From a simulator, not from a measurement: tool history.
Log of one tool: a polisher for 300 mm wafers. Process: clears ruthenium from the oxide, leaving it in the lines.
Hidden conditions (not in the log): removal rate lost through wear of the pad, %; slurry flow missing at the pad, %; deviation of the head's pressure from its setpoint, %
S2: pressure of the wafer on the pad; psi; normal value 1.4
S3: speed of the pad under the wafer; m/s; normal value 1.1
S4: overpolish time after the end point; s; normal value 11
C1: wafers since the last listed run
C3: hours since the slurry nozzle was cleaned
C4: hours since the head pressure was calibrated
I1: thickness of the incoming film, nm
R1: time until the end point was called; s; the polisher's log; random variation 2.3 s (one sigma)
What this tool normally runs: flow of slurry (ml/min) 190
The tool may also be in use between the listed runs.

Run 1, hour 0: usual settings but S2 1.2 psi, S4 6 s; C1 0; wafers polished on this pad 1180; C3 336; C4 713.8; I1 111.1. Result: R1 148.3 s.
Run 2, hour 61.4: usual settings but S2 1.2 psi, S4 6 s; C1 639; wafers polished on this pad 1819; C3 397.4; C4 775.2; I1 110. Result: R1 150.7 s.
Run 3, hour 117.5: usual settings but S2 1.2 psi, S4 6 s; C1 583; wafers polished on this pad 2403; C3 453.5; C4 831.3; I1 111.2. Result: R1 153.3 s.
Run 4, hour 186: usual settings; C1 712; wafers polished on this pad 3116; C3 522; C4 899.8; I1 107.9. Result: R1 134.3 s.
Run 5, hour 225.6: usual settings; C1 412; wafers polished on this pad 3528; C3 561.6; C4 939.4; I1 108.9. Result: R1 136.3 s.
Run 6, hour 268.6: usual settings; C1 447; wafers polished on this pad 3975; C3 604.6; C4 982.4; I1 111.2. Result: R1 137.3 s.
At hour 299.4: worn pad replaced by a new one.
Run 7, hour 299.8: usual settings but flow of slurry (ml/min) 235; C1 283; wafers polished on this pad 4; C3 635.8; C4 1013.6; I1 109.2. Result: R1 128.9 s.
Run 8, hour 341.3: usual settings but flow of slurry (ml/min) 235; C1 431; wafers polished on this pad 436; C3 677.3; C4 1055.1; I1 110. Result: R1 131.1 s.
Run 9, hour 368.1: usual settings; C1 278; wafers polished on this pad 715; C3 704.1; C4 1081.9; I1 108.6. Result: R1 135 s.
At hour 369.7: slurry nozzle cleaned.
At hour 394.9: head pressure recalibrated.
Run 10, hour 403.2: usual settings; C1 334; wafers polished on this pad 1049; C3 33.5; C4 8.3; I1 111.4. Result: R1 129 s.
Run 11, hour 449.8: usual settings but S3 0.92 m/s; C1 485; wafers polished on this pad 1534; C3 80.1; C4 54.9; I1 108.8. Result: R1 153 s.
Run 12, hour 498.4: usual settings but S3 0.92 m/s; C1 505; wafers polished on this pad 2040; C3 128.7; C4 103.5; I1 110.9. Result: R1 159.2 s.
Run 13, hour 546.3: usual settings but S2 1.7 psi; C1 498; wafers polished on this pad 2538; C3 176.6; C4 151.4; I1 110.3. Result: R1 116.7 s.
Run 14, hour 599.7: usual settings but S2 1.8 psi; C1 555; wafers polished on this pad 3094; C3 230; C4 204.8; I1 110.8. Result: R1 115.7 s.
Run 15, hour 649.2: usual settings but S2 1.8 psi; C1 515; wafers polished on this pad 3609; C3 279.5; C4 254.3; I1 110.9. Result: R1 115.2 s.
At hour 655.5: worn pad replaced by a new one.
Run 16, hour 682: usual settings but S4 8 s; C1 299; wafers polished on this pad 276; C3 312.3; C4 287.1; I1 110.8. Result: R1 137.1 s.
Run 17, hour 857.4: usual settings but flow of slurry (ml/min) 165, S4 18 s; C1 1825; wafers polished on this pad 2101; C3 487.7; C4 462.5; I1 109.9. Result: R1 137.9 s.
Run 18, hour 888.8: usual settings but S4 9 s; C1 326; wafers polished on this pad 2428; C3 519.1; C4 493.9; I1 112.5. Result: R1 139.2 s.
Run 19, hour 919: usual settings but flow of slurry (ml/min) 150, S2 1.1 psi, S3 1.42 m/s, S4 6 s; C1 314; wafers polished on this pad 2742; C3 549.3; C4 524.1; I1 108.3. Result: R1 126.2 s.
Run 20, hour 977.7: usual settings but flow of slurry (ml/min) 235, S4 7 s; C1 610; wafers polished on this pad 3353; C3 608; C4 582.8; I1 110.2. Result: R1 134.9 s.
Run 21, hour 1016: usual settings but flow of slurry (ml/min) 240, S2 1.8 psi, S3 1.28 m/s, S4 13 s; C1 398; wafers polished on this pad 3752; C3 646.3; C4 621.1; I1 110.6. Result: R1 102 s.
Run 22, hour 1040.6: usual settings but S3 1.2 m/s; C1 256; wafers polished on this pad 4008; C3 670.9; C4 645.7; I1 108.4. Result: R1 127.1 s.
Run 23, hour 1070.5: usual settings but S2 1.6 psi, S3 1.46 m/s, S4 9 s; C1 311; wafers polished on this pad 4319; C3 700.8; C4 675.6; I1 108.7. Result: R1 96.4 s.
At hour 1093.6: worn pad replaced by a new one.
Run 24, hour 1129.6: usual settings but flow of slurry (ml/min) 245, S3 1.34 m/s; C1 573; wafers polished on this pad 374; C3 759.9; C4 734.7; I1 110.2. Result: R1 109.2 s.
At hour 1165.5: slurry nozzle cleaned.
Run 25, hour 1192.1: usual settings; C1 640; wafers polished on this pad 1014; C3 26.6; C4 797.2; I1 110.6. Result: R1 135.8 s.
Run 26, hour 1220.2: usual settings but flow of slurry (ml/min) 215; C1 292; wafers polished on this pad 1307; C3 54.7; C4 825.3; I1 107.8. Result: R1 133.1 s.
Run 27, hour 1251.9: usual settings but flow of slurry (ml/min) 245, S2 1 psi, S4 16 s; C1 329; wafers polished on this pad 1637; C3 86.4; C4 857; I1 109.9. Result: R1 162.9 s.
Run 28, hour 1283: usual settings but flow of slurry (ml/min) 245, S2 0.9 psi, S3 1.22 m/s, S4 14 s; C1 323; wafers polished on this pad 1960; C3 117.5; C4 888.1; I1 110.2. Result: R1 150.1 s.
At hour 1306.9: head pressure recalibrated.
Run 29, hour 1327.6: usual settings; C1 443; wafers polished on this pad 2404; C3 162.1; C4 20.7; I1 111.4. Result: R1 130.8 s.
Run 30, hour 1384.1: usual settings but flow of slurry (ml/min) 210, S2 1.7 psi, S3 0.78 m/s, S4 15 s; C1 588; wafers polished on this pad 2992; C3 218.6; C4 77.2; I1 110.9. Result: R1 163.3 s.
Run 31, hour 1427.2: usual settings but S2 1.6 psi; C1 448; wafers polished on this pad 3440; C3 261.7; C4 120.3; I1 109.5. Result: R1 117.7 s.
Run 32, hour 1471.5: usual settings but flow of slurry (ml/min) 230, S2 1.9 psi, S3 0.76 m/s, S4 4 s; C1 461; wafers polished on this pad 3901; C3 306; C4 164.6; I1 110.8. Result: R1 154.8 s.
At hour 1476.7: worn pad replaced by a new one.
Run 33, hour 1502.7: usual settings but S3 1.32 m/s, S4 5 s; C1 283; wafers polished on this pad 270; C3 337.2; C4 195.8; I1 110.4. Result: R1 113.1 s.
Run 34, hour 1557.9: usual settings; C1 574; wafers polished on this pad 844; C3 392.4; C4 251; I1 108.2. Result: R1 134.1 s.
Run 35, hour 1604.1: usual settings; C1 480; wafers polished on this pad 1325; C3 438.6; C4 297.2; I1 108.1. Result: R1 136.4 s.
Run 36, hour 1631.3: usual settings but flow of slurry (ml/min) 145, S3 0.82 m/s, S4 6 s; C1 283; wafers polished on this pad 1608; C3 465.8; C4 324.4; I1 110.6. Result: R1 186.6 s.
Run 37, hour 1693.5: usual settings but flow of slurry (ml/min) 245, S2 1 psi, S4 16 s; C1 647; wafers polished on this pad 2256; C3 528; C4 386.6; I1 109. Result: R1 152.2 s.
Run 38, hour 1754.7: usual settings but flow of slurry (ml/min) 235, S2 1.1 psi; C1 636; wafers polished on this pad 2892; C3 589.2; C4 447.8; I1 111. Result: R1 153 s.

Hidden state or all else? Some run-to-run changes of R1, split into what the settings, what came in and random variation would give without the hidden state, and what is left for the hidden state (with any gauge scatter that isn't in both results):
Run 9 -> 10: slurry nozzle cleaned, head pressure recalibrated. R1 -6 s: hidden state -7.9, all else +1.9.
Run 12 -> 13: S2 1.4 -> 1.7, S3 0.92 -> 1.1. R1 -42.5 s: hidden state -0.3, all else -42.2.
Run 28 -> 29: flow of slurry (ml/min) 245 -> 190, S2 0.9 -> 1.4, S3 1.22 -> 1.1, S4 14 -> 11, head pressure recalibrated. R1 -19.3 s: hidden state -11.9, all else -7.4.
Run 30 -> 31: flow of slurry (ml/min) 210 -> 190, S2 1.7 -> 1.6, S3 0.78 -> 1.1, S4 15 -> 11. R1 -45.6 s: hidden state +0.3, all else -45.9.
Run 35 -> 36: flow of slurry (ml/min) 190 -> 145, S3 1.1 -> 0.82, S4 11 -> 6. R1 +50.2 s: hidden state +2.6, all else +47.6.
